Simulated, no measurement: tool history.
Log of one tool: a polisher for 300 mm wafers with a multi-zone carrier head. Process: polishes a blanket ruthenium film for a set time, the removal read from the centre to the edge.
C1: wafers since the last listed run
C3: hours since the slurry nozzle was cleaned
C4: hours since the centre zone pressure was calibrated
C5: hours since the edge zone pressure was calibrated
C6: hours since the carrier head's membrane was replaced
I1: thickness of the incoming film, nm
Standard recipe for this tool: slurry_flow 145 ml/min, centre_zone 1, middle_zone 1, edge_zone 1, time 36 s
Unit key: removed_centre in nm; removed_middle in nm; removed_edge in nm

run 1 hour=0 | slurry_flow=145 centre_zone=1 middle_zone=1 edge_zone=1 time=36 | C1=0 wafers_polished_on_this_pad=2517 C3=451.4 C4=1422.5 C5=150 C6=1208.8 | I1=600.5 | removed_centre=60.9 removed_middle=51.2 removed_edge=51.7
-- hour=9 worn pad replaced by a new one
run 2 hour=31.8 | slurry_flow=175 centre_zone=1 middle_zone=1 edge_zone=1 time=30 | C1=448 wafers_polished_on_this_pad=367 C3=483.2 C4=1454.3 C5=181.8 C6=1240.6 | I1=604.2 | removed_centre=51.7 removed_middle=47.2 removed_edge=43.7
run 3 hour=64.9 | slurry_flow=175 centre_zone=1 middle_zone=1 edge_zone=1 time=30 | C1=534 wafers_polished_on_this_pad=902 C3=516.3 C4=1487.4 C5=214.9 C6=1273.7 | I1=591.4 | removed_centre=51.7 removed_middle=44.7 removed_edge=43.9
-- hour=77.2 slurry nozzle cleaned
run 4 hour=90.8 | slurry_flow=175 centre_zone=1 middle_zone=1 edge_zone=1 time=30 | C1=401 wafers_polished_on_this_pad=1303 C3=13.6 C4=1513.3 C5=240.8 C6=1299.6 | I1=602.1 | removed_centre=53 removed_middle=45.5 removed_edge=44.1
-- hour=108.1 centre zone pressure recalibrated
run 5 hour=131.8 | slurry_flow=145 centre_zone=1 middle_zone=1 edge_zone=1.04 time=36 | C1=629 wafers_polished_on_this_pad=1933 C3=54.6 C4=23.7 C5=281.8 C6=1340.6 | I1=601.7 | removed_centre=52.9 removed_middle=52.5 removed_edge=52.5
-- hour=146.7 worn pad replaced by a new one
run 6 hour=151.5 | slurry_flow=145 centre_zone=1 middle_zone=1 edge_zone=1.04 time=36 | C1=253 wafers_polished_on_this_pad=76 C3=74.3 C4=43.4 C5=301.5 C6=1360.3 | I1=599.6 | removed_centre=54.8 removed_middle=53 removed_edge=52.3
run 7 hour=176.8 | slurry_flow=145 centre_zone=1 middle_zone=1 edge_zone=1.04 time=36 | C1=408 wafers_polished_on_this_pad=485 C3=99.6 C4=68.7 C5=326.8 C6=1385.6 | I1=592.6 | removed_centre=53.1 removed_middle=52.7 removed_edge=52.1
run 8 hour=202.2 | slurry_flow=145 centre_zone=1 middle_zone=1.07 edge_zone=1 time=36 | C1=409 wafers_polished_on_this_pad=895 C3=125 C4=94.1 C5=352.2 C6=1411 | I1=611.7 | removed_centre=54 removed_middle=56 removed_edge=51.3
run 9 hour=233.3 | slurry_flow=145 centre_zone=1 middle_zone=1 edge_zone=1 time=36 | C1=502 wafers_polished_on_this_pad=1397 C3=156.1 C4=125.2 C5=383.3 C6=1442.1 | I1=597.5 | removed_centre=53.9 removed_middle=51.3 removed_edge=51.6
-- hour=245.6 edge zone pressure recalibrated
run 10 hour=248.8 | slurry_flow=175 centre_zone=1 middle_zone=1 edge_zone=1 time=30 | C1=217 wafers_polished_on_this_pad=1615 C3=171.6 C4=140.7 C5=3.2 C6=1457.6 | I1=605.9 | removed_centre=45.5 removed_middle=45.8 removed_edge=43.9
-- hour=262.6 carrier head's membrane replaced by a new one
run 11 hour=267.4 | slurry_flow=195 centre_zone=1 middle_zone=0.95 edge_zone=1.03 time=41 | C1=219 wafers_polished_on_this_pad=1834 C3=190.2 C4=159.3 C5=21.8 C6=4.8 | I1=605.8 | removed_centre=64.7 removed_middle=59.7 removed_edge=62.4
run 12 hour=284.9 | slurry_flow=145 centre_zone=1 middle_zone=1 edge_zone=1 time=36 | C1=282 wafers_polished_on_this_pad=2117 C3=207.7 C4=176.8 C5=39.3 C6=22.3 | I1=590.8 | removed_centre=53.7 removed_middle=54.6 removed_edge=51.9
-- hour=301.4 worn pad replaced by a new one
run 13 hour=354.2 | slurry_flow=145 centre_zone=1 middle_zone=1 edge_zone=1 time=36 | C1=1054 wafers_polished_on_this_pad=851 C3=277 C4=246.1 C5=108.6 C6=91.6 | I1=599.8 | removed_centre=54.4 removed_middle=51.8 removed_edge=50.8
run 14 hour=372.4 | slurry_flow=100 centre_zone=1.04 middle_zone=1 edge_zone=1 time=27 | C1=293 wafers_polished_on_this_pad=1145 C3=295.2 C4=264.3 C5=126.8 C6=109.8 | I1=599.3 | removed_centre=38.2 removed_middle=35 removed_edge=36.6
run 15 hour=388.2 | slurry_flow=175 centre_zone=1 middle_zone=0.95 edge_zone=1.09 time=31 | C1=255 wafers_polished_on_this_pad=1400 C3=311 C4=280.1 C5=142.6 C6=125.6 | I1=596 | removed_centre=46.8 removed_middle=45.1 removed_edge=46.1
run 16 hour=411.5 | slurry_flow=105 centre_zone=0.92 middle_zone=1 edge_zone=0.96 time=27 | C1=376 wafers_polished_on_this_pad=1776 C3=334.3 C4=303.4 C5=165.9 C6=148.9 | I1=605.6 | removed_centre=34.7 removed_middle=36.8 removed_edge=36.3
run 17 hour=431.8 | slurry_flow=145 centre_zone=0.95 middle_zone=0.94 edge_zone=1.07 time=25 | C1=327 wafers_polished_on_this_pad=2104 C3=354.6 C4=323.7 C5=186.2 C6=169.2 | I1=606.6 | removed_centre=35 removed_middle=34.8 removed_edge=36.3

Run 18 has not been measured yet. What should we expect?
run 18 hour=453.7 | slurry_flow=145 centre_zone=1 middle_zone=1 edge_zone=1 time=36 | C1=353 wafers_polished_on_this_pad=2457 C3=376.5 C4=345.6 C5=208.1 C6=191.1 | I1=595.8 | removed_centre=? removed_middle=? removed_edge=?

{"run 18": {"removed_centre": 54.1, "removed_middle": 52.4, "removed_edge": 52.6}}
With the hidden condition absent and the run-to-run variation left alone, this run would have shown removed_centre 52.5 nm, removed_middle 52.4 nm, removed_edge 52.6 nm.
